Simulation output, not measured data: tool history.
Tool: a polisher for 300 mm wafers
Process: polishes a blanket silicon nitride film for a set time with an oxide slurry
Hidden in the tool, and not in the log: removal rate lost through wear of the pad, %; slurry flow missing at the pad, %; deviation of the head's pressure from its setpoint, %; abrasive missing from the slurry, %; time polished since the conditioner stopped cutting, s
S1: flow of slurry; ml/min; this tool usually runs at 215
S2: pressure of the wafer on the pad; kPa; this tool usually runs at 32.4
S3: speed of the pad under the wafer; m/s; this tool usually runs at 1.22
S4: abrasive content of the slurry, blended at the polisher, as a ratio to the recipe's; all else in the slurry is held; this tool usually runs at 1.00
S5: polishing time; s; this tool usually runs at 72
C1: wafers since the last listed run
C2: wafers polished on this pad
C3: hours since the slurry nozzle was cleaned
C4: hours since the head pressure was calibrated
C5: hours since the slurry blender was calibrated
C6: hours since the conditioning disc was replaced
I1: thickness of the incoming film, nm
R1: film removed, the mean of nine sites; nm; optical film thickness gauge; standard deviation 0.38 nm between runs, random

run 1 day=0.000 | S1=215 S2=32.4 S3=1.22 S4=1.00 S5=72 | C1=0 C2=1186 C3=390.4 C4=671.3 C5=189.8 C6=448.3 | I1=595.2 | R1=56.5
-- day=0.638 conditioning disc replaced and pad reconditioned
-- day=1.204 slurry nozzle cleaned
run 2 day=2.562 | S1=215 S2=32.4 S3=1.22 S4=1.00 S5=72 | C1=466 C2=1653 C3=32.6 C4=732.8 C5=251.3 C6=46.2 | I1=603.9 | R1=59.1
run 3 day=5.488 | S1=215 S2=32.4 S3=1.22 S4=1.00 S5=72 | C1=560 C2=2213 C3=102.8 C4=803.0 C5=321.5 C6=116.4 | I1=600.0 | R1=59.5
run 4 day=8.412 | S1=215 S2=32.4 S3=1.22 S4=1.00 S5=72 | C1=560 C2=2774 C3=173.0 C4=873.2 C5=391.7 C6=186.6 | I1=593.3 | R1=58.5
run 5 day=11.504 | S1=215 S2=32.4 S3=1.22 S4=1.00 S5=82 | C1=592 C2=3366 C3=247.2 C4=947.4 C5=465.9 C6=260.8 | I1=591.6 | R1=66.0
-- day=12.217 slurry blender recalibrated
-- day=13.167 worn pad replaced by a new one
-- day=14.254 head pressure recalibrated
run 6 day=14.738 | S1=215 S2=32.4 S3=1.22 S4=1.00 S5=82 | C1=555 C2=285 C3=324.8 C4=11.6 C5=60.5 C6=338.4 | I1=595.4 | R1=66.0
run 7 day=18.100 | S1=215 S2=32.4 S3=1.22 S4=1.00 S5=82 | C1=644 C2=929 C3=405.5 C4=92.3 C5=141.2 C6=419.1 | I1=609.6 | R1=64.9
-- day=21.212 conditioning disc replaced and pad reconditioned
-- day=21.275 slurry nozzle cleaned
run 8 day=22.367 | S1=280 S2=32.4 S3=1.64 S4=1.25 S5=48 | C1=793 C2=1722 C3=26.2 C4=194.7 C5=243.6 C6=27.7 | I1=589.8 | R1=56.5
run 9 day=25.712 | S1=160 S2=29.0 S3=1.22 S4=0.85 S5=72 | C1=640 C2=2363 C3=106.5 C4=275.0 C5=323.9 C6=108.0 | I1=599.6 | R1=49.0
run 10 day=29.562 | S1=215 S2=21.4 S3=1.42 S4=0.70 S5=72 | C1=737 C2=3100 C3=198.9 C4=367.4 C5=416.3 C6=200.4 | I1=603.4 | R1=43.3
-- day=31.008 slurry blender recalibrated
run 11 day=32.229 | S1=215 S2=32.4 S3=1.22 S4=1.00 S5=72 | C1=494 C2=3595 C3=262.9 C4=431.4 C5=29.3 C6=264.4 | I1=599.6 | R1=58.7
-- day=34.067 worn pad replaced by a new one
run 12 day=35.804 | S1=155 S2=32.4 S3=0.92 S4=1.00 S5=48 | C1=652 C2=333 C3=348.7 C4=517.2 C5=115.1 C6=350.2 | I1=603.9 | R1=29.4
run 13 day=39.008 | S1=155 S2=32.4 S3=0.88 S4=0.80 S5=83 | C1=613 C2=946 C3=425.6 C4=594.1 C5=192.0 C6=427.1 | I1=609.1 | R1=43.6
-- day=40.975 conditioning disc replaced and pad reconditioned
run 14 day=41.542 | S1=215 S2=32.4 S3=1.22 S4=1.00 S5=62 | C1=469 C2=1416 C3=486.4 C4=654.9 C5=252.8 C6=13.6 | I1=611.3 | R1=48.6
-- day=43.642 slurry nozzle cleaned
run 15 day=45.117 | S1=215 S2=32.4 S3=1.22 S4=1.00 S5=72 | C1=676 C2=2092 C3=35.4 C4=740.7 C5=338.6 C6=99.4 | I1=599.3 | R1=59.9
run 16 day=47.554 | S1=245 S2=24.1 S3=1.22 S4=1.00 S5=48 | C1=466 C2=2559 C3=93.9 C4=799.2 C5=397.1 C6=157.9 | I1=592.7 | R1=32.6
-- day=49.808 slurry blender recalibrated
run 17 day=50.533 | S1=215 S2=32.4 S3=1.22 S4=1.00 S5=72 | C1=554 C2=3114 C3=165.4 C4=870.7 C5=17.4 C6=229.4 | I1=591.2 | R1=58.4
run 18 day=53.038 | S1=195 S2=35.9 S3=1.22 S4=1.00 S5=86 | C1=479 C2=3594 C3=225.5 C4=930.8 C5=77.5 C6=289.5 | I1=601.3 | R1=74.5
-- day=55.250 worn pad replaced by a new one
run 19 day=55.471 | S1=215 S2=26.2 S3=1.22 S4=1.00 S5=72 | C1=434 C2=42 C3=283.9 C4=989.2 C5=135.9 C6=347.9 | I1=602.6 | R1=50.1
-- day=55.671 head pressure recalibrated
run 20 day=57.462 | S1=245 S2=32.4 S3=1.22 S4=0.75 S5=72 | C1=365 C2=407 C3=331.7 C4=43.0 C5=183.7 C6=395.7 | I1=598.6 | R1=51.9
run 21 day=60.250 | S1=175 S2=36.5 S3=1.22 S4=0.80 S5=54 | C1=533 C2=941 C3=398.6 C4=109.9 C5=250.6 C6=462.6 | I1=613.9 | R1=41.0
-- day=60.600 slurry nozzle cleaned
-- day=60.838 conditioning disc replaced and pad reconditioned
run 22 day=62.283 | S1=190 S2=32.4 S3=1.22 S4=1.30 S5=72 | C1=365 C2=1307 C3=40.4 C4=158.7 C5=299.4 C6=34.7 | I1=596.9 | R1=64.2
run 23 day=65.450 | S1=215 S2=32.4 S3=1.22 S4=1.00 S5=72 | C1=606 C2=1913 C3=116.4 C4=234.7 C5=375.4 C6=110.7 | I1=597.8 | R1=59.1
-- day=67.329 slurry blender recalibrated
run 24 day=69.029 | S1=215 S2=32.4 S3=1.22 S4=1.00 S5=72 | C1=669 C2=2583 C3=202.3 C4=320.6 C5=40.8 C6=196.6 | I1=604.5 | R1=58.9

Here are 5 independent what-if runs from the current tool condition. What would each one return?
run A day=69.046 | S1=215 S2=32.4 S3=1.08 S4=1.00 S5=72 | C1=3 C2=2586 C3=202.7 C4=321.0 C5=41.2 C6=197.0 | I1=596.3 | R1=?
run B day=69.046 | S1=270 S2=32.4 S3=1.22 S4=1.25 S5=72 | C1=3 C2=2586 C3=202.7 C4=321.0 C5=41.2 C6=197.0 | I1=596.3 | R1=?
run C day=69.046 | S1=215 S2=41.4 S3=1.22 S4=0.85 S5=72 | C1=3 C2=2586 C3=202.7 C4=321.0 C5=41.2 C6=197.0 | I1=596.3 | R1=?
run D day=69.046 | S1=175 S2=32.4 S3=0.82 S4=1.00 S5=78 | C1=3 C2=2586 C3=202.7 C4=321.0 C5=41.2 C6=197.0 | I1=596.3 | R1=?
run E day=69.046 | S1=215 S2=32.4 S3=1.58 S4=1.20 S5=72 | C1=3 C2=2586 C3=202.7 C4=321.0 C5=41.2 C6=197.0 | I1=596.3 | R1=?

run=A R1=52.9
run=B R1=65.3
run=C R1=65.4
run=D R1=44.6
run=E R1=76.9
Take away the tool's hidden state, keep each run's random variation, and the runs would have read:
run=A R1=54.3
run=B R1=66.7
run=C R1=67.1
run=D R1=46.0
run=E R1=78.9
